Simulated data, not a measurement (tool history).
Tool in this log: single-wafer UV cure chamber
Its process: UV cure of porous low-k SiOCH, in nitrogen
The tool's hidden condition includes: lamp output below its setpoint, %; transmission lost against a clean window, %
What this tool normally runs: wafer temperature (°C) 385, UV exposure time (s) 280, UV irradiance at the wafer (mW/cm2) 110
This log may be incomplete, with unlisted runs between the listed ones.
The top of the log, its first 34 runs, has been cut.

run,hour,wafer temperature (°C),UV exposure time (s),UV irradiance at the wafer (mW/cm2),wafers since the last listed run,hours since the UV bulbs were replaced,wafers since the quartz window was cleaned,loss of film thickness in the cure (%)
35,2956.4,385,405,110,495,799.4,5053,16.013
# hour 3010.4: quartz window cleaned
36,3060.4,391,365,110,661,903.4,344,15.843
37,3137.3,380,280,110,529,980.3,874,14.585
38,3216.3,375,280,110,544,1059.3,1418,14.215
39,3274.2,400,125,133,398,1117.2,1817,11.569
40,3345.3,385,375,144,489,1188.3,2306,17.133
41,3412.9,385,405,80,465,1255.9,2772,14.588
42,3466.8,385,280,110,371,1309.8,3143,14.526

Here are 3 independent what-if runs from the current tool condition. What would each one return?
A,3467.3,385,280,110,3,1310.3,3147,?
B,3467.3,385,280,95,3,1310.3,3147,?
C,3467.3,385,280,94,3,1310.3,3147,?

run,loss of film thickness in the cure (%)
A,14.306
B,13.577
C,13.525
Without the tool's hidden state the same runs would have given:
run,loss of film thickness in the cure (%)
A,14.874
B,14.138
C,14.086

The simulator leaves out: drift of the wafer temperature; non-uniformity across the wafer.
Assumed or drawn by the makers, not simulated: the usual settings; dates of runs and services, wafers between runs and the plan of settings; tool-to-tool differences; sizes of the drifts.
